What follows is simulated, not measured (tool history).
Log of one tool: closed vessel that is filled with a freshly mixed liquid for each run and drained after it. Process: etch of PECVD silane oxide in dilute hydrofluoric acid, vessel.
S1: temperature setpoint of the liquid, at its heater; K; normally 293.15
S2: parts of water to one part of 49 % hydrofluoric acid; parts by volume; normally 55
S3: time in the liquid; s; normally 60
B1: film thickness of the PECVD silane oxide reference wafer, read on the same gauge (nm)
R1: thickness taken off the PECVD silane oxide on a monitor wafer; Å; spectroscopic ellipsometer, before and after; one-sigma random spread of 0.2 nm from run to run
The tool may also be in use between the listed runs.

run     day      S1  S2  S3      B1     R1
  1   0.000  293.15  55  85   99.97  318.5
  2   0.650  293.15  55  60   99.98  224.2
  3   1.321  293.15  55  60  100.02  224.0
  4   1.800  293.15  55  60   99.97  222.7
  5   2.208  293.15  55  60   99.99  220.9
  6   2.650  293.15  55  60  100.02  224.2
  7   3.317  293.15  55  60  100.05  221.6
  8   3.717  293.15  55  60  100.01  223.6
  9   4.454  293.15  55  60  100.00  222.6
 10   5.012  293.15  55  60   99.99  217.3
      5.254  -- thermometer replaced
 11   5.288  293.15  55  60   99.99  211.2
      5.504  -- gauge calibrated
 12   6.017  293.15  55  60   99.98  210.8
 13   6.417  296.65  25  60   99.99  555.6
      7.446  -- thermometer replaced, repeated, since the last time left the tool worse
 14   7.971  293.15  55  60   99.98  241.2
 15   8.596  291.15  70  30  100.00   84.1
 16   9.425  293.15  80  60  100.00  159.6
 17   9.900  291.65  80  45  100.03  112.4
     10.050  -- hydrofluoric acid flow meter replaced
 18  10.446  293.15  55  60  100.02  240.8
 19  10.767  296.15  75  60  100.01  194.9
 20  11.267  293.15  85  60  100.00  146.0
 21  11.658  290.15  80  30  100.01   69.3
 22  12.350  293.15  55  80   99.98  314.8
 23  12.825  293.15  55  60  100.01  236.1
 24  13.279  297.65  75  80  100.00  270.4

Branching from run 24: 5 alternative next runs. What would each branch give?
  A  13.308  291.15  55  60   ?   ?
  B  13.308  293.15  55  90   ?   ?
  C  13.308  290.65  65  95   ?   ?
  D  13.308  290.15  30  40   ?   ?
  E  13.308  295.15  55  60   ?   ?

run      B1     R1
  A  100.01  216.5
  B  100.01  353.9
  C  100.01  280.8
  D  100.01  260.5
  E  100.01  256.7
Take away the tool's hidden state, keep each run's random variation, and the runs would have read:
run     R1
  A  222.5
  B  363.5
  C  288.5
  D  267.8
  E  263.6
